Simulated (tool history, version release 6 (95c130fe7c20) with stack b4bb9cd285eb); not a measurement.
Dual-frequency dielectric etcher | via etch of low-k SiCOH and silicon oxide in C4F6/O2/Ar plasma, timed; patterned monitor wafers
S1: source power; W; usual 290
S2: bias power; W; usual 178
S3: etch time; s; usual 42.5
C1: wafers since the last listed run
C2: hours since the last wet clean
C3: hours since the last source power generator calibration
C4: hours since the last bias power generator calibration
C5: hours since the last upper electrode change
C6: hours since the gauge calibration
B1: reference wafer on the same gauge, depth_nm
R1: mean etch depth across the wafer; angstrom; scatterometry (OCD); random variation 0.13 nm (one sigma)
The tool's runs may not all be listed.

{"run": 1, "hour": 0.0, "S1": 290, "S2": 178, "S3": 42.5, "C1": 0, "C2": 315.4, "C3": 2323.4, "C4": 4740.1, "C5": 2291.5, "C6": 163.9, "B1": 90, "R1": 860}
{"run": 2, "hour": 15.9, "S1": 290, "S2": 178, "S3": 42.5, "C1": 174, "C2": 331.3, "C3": 2339.3, "C4": 4756, "C5": 2307.4, "C6": 179.8, "B1": 90, "R1": 860}
{"run": 3, "hour": 32.1, "S1": 290, "S2": 178, "S3": 42.5, "C1": 178, "C2": 347.5, "C3": 2355.5, "C4": 4772.2, "C5": 2323.6, "C6": 196, "B1": 90, "R1": 860}
{"run": 4, "hour": 40.8, "S1": 290, "S2": 178, "S3": 42.5, "C1": 95, "C2": 356.2, "C3": 2364.2, "C4": 4780.9, "C5": 2332.3, "C6": 204.7, "B1": 90, "R1": 860}
{"hour": 67.4, "done": "upper electrode replaced"}
{"run": 5, "hour": 67.9, "S1": 290, "S2": 178, "S3": 42.5, "C1": 34, "C2": 383.3, "C3": 2391.3, "C4": 4808, "C5": 0.5, "C6": 231.8, "B1": 90, "R1": 857}
{"run": 6, "hour": 69.5, "S1": 290, "S2": 178, "S3": 42.5, "C1": 17, "C2": 384.9, "C3": 2392.9, "C4": 4809.6, "C5": 2.1, "C6": 233.4, "B1": 90, "R1": 855}
{"run": 7, "hour": 84.9, "S1": 250, "S2": 178, "S3": 36.5, "C1": 169, "C2": 400.3, "C3": 2408.3, "C4": 4825, "C5": 17.5, "C6": 248.8, "B1": 90, "R1": 707}
{"run": 8, "hour": 95.2, "S1": 250, "S2": 178, "S3": 36.5, "C1": 113, "C2": 410.6, "C3": 2418.6, "C4": 4835.3, "C5": 27.8, "C6": 259.1, "B1": 90, "R1": 707}
{"run": 9, "hour": 107.7, "S1": 250, "S2": 178, "S3": 36.5, "C1": 137, "C2": 423.1, "C3": 2431.1, "C4": 4847.8, "C5": 40.3, "C6": 271.6, "B1": 90, "R1": 707}
{"run": 10, "hour": 115.9, "S1": 290, "S2": 178, "S3": 42.5, "C1": 90, "C2": 431.3, "C3": 2439.3, "C4": 4856, "C5": 48.5, "C6": 279.8, "B1": 90, "R1": 856}
{"run": 11, "hour": 123.8, "S1": 290, "S2": 178, "S3": 42.5, "C1": 86, "C2": 439.2, "C3": 2447.2, "C4": 4863.9, "C5": 56.4, "C6": 287.7, "B1": 89.9, "R1": 854}
{"run": 12, "hour": 133.3, "S1": 290, "S2": 142, "S3": 48.5, "C1": 104, "C2": 448.7, "C3": 2456.7, "C4": 4873.4, "C5": 65.9, "C6": 297.2, "B1": 90, "R1": 887}
{"hour": 146.2, "done": "bias power generator calibrated"}
{"run": 13, "hour": 146.7, "S1": 290, "S2": 191, "S3": 54, "C1": 103, "C2": 462.1, "C3": 2470.1, "C4": 0.5, "C5": 79.3, "C6": 310.6, "B1": 90, "R1": 1120}
{"run": 14, "hour": 165.8, "S1": 290, "S2": 178, "S3": 42.5, "C1": 210, "C2": 481.2, "C3": 2489.2, "C4": 19.6, "C5": 98.4, "C6": 329.7, "B1": 90, "R1": 852}
{"run": 15, "hour": 183.6, "S1": 290, "S2": 178, "S3": 42.5, "C1": 195, "C2": 499, "C3": 2507, "C4": 37.4, "C5": 116.2, "C6": 347.5, "B1": 90, "R1": 854}
{"hour": 188.4, "done": "gauge calibrated"}
{"run": 16, "hour": 197.0, "S1": 230, "S2": 218, "S3": 37, "C1": 147, "C2": 512.4, "C3": 2520.4, "C4": 50.8, "C5": 129.6, "C6": 8.6, "B1": 90, "R1": 761}
{"hour": 209.3, "done": "source power generator calibrated"}
{"hour": 223.5, "done": "wet clean of the chamber"}
{"run": 17, "hour": 224.0, "S1": 230, "S2": 178, "S3": 42.5, "C1": 96, "C2": 0.5, "C3": 14.7, "C4": 77.8, "C5": 156.6, "C6": 35.6, "B1": 90, "R1": 820}
{"run": 18, "hour": 224.4, "S1": 290, "S2": 201, "S3": 46, "C1": 4, "C2": 0.9, "C3": 15.1, "C4": 78.2, "C5": 157, "C6": 36, "B1": 90, "R1": 991}
{"run": 19, "hour": 233.9, "S1": 250, "S2": 178, "S3": 36.5, "C1": 104, "C2": 10.4, "C3": 24.6, "C4": 87.7, "C5": 166.5, "C6": 45.5, "B1": 89.9, "R1": 718}
{"run": 20, "hour": 242.9, "S1": 310, "S2": 178, "S3": 31, "C1": 98, "C2": 19.4, "C3": 33.6, "C4": 96.7, "C5": 175.5, "C6": 54.5, "B1": 90, "R1": 646}
{"run": 21, "hour": 253.2, "S1": 290, "S2": 148, "S3": 31, "C1": 113, "C2": 29.7, "C3": 43.9, "C4": 107, "C5": 185.8, "C6": 64.8, "B1": 90, "R1": 588}
{"run": 22, "hour": 261.2, "S1": 320, "S2": 178, "S3": 50, "C1": 87, "C2": 37.7, "C3": 51.9, "C4": 115, "C5": 193.8, "C6": 72.8, "B1": 90, "R1": 1054}
{"run": 23, "hour": 271.3, "S1": 220, "S2": 149, "S3": 34, "C1": 111, "C2": 47.8, "C3": 62, "C4": 125.1, "C5": 203.9, "C6": 82.9, "B1": 90, "R1": 600}
{"run": 24, "hour": 279.7, "S1": 340, "S2": 178, "S3": 33.5, "C1": 92, "C2": 56.2, "C3": 70.4, "C4": 133.5, "C5": 212.3, "C6": 91.3, "B1": 90, "R1": 716}
{"run": 25, "hour": 297.2, "S1": 270, "S2": 161, "S3": 42.5, "C1": 192, "C2": 73.7, "C3": 87.9, "C4": 151, "C5": 229.8, "C6": 108.8, "B1": 90, "R1": 814}
{"run": 26, "hour": 309.7, "S1": 290, "S2": 221, "S3": 46.5, "C1": 137, "C2": 86.2, "C3": 100.4, "C4": 163.5, "C5": 242.3, "C6": 121.3, "B1": 90, "R1": 1039}
{"run": 27, "hour": 325.1, "S1": 260, "S2": 178, "S3": 49.5, "C1": 169, "C2": 101.6, "C3": 115.8, "C4": 178.9, "C5": 257.7, "C6": 136.7, "B1": 90, "R1": 981}
{"run": 28, "hour": 333.2, "S1": 290, "S2": 178, "S3": 42.5, "C1": 89, "C2": 109.7, "C3": 123.9, "C4": 187, "C5": 265.8, "C6": 144.8, "B1": 90, "R1": 867}
{"run": 29, "hour": 348.8, "S1": 250, "S2": 194, "S3": 34, "C1": 171, "C2": 125.3, "C3": 139.5, "C4": 202.6, "C5": 281.4, "C6": 160.4, "B1": 90.1, "R1": 690}

What the log doesn't show, run by run:
source power that arrives over what is set, %: 0 in every run
bias power that arrives over what is set, %: 0 in every run
gauge reads high (%): 0 in every run
H1: etch rate over this chamber's usual, %
run=1 H1=-1.5
run=2 H1=-1.57
run=3 H1=-1.64
run=4 H1=-1.68
run=5 H1=-1.8
run=6 H1=-1.8
run=7 H1=-1.87
run=8 H1=-1.91
run=9 H1=-1.97
run=10 H1=-2
run=11 H1=-2.04
run=12 H1=-2.08
run=13 H1=-2.14
run=14 H1=-2.22
run=15 H1=-2.3
run=16 H1=-2.36
run=17 H1=-0.311
run=18 H1=-0.312
run=19 H1=-0.354
run=20 H1=-0.393
run=21 H1=-0.438
run=22 H1=-0.473
run=23 H1=-0.517
run=24 H1=-0.553
run=25 H1=-0.63
run=26 H1=-0.684
run=27 H1=-0.751
run=28 H1=-0.786
run=29 H1=-0.854

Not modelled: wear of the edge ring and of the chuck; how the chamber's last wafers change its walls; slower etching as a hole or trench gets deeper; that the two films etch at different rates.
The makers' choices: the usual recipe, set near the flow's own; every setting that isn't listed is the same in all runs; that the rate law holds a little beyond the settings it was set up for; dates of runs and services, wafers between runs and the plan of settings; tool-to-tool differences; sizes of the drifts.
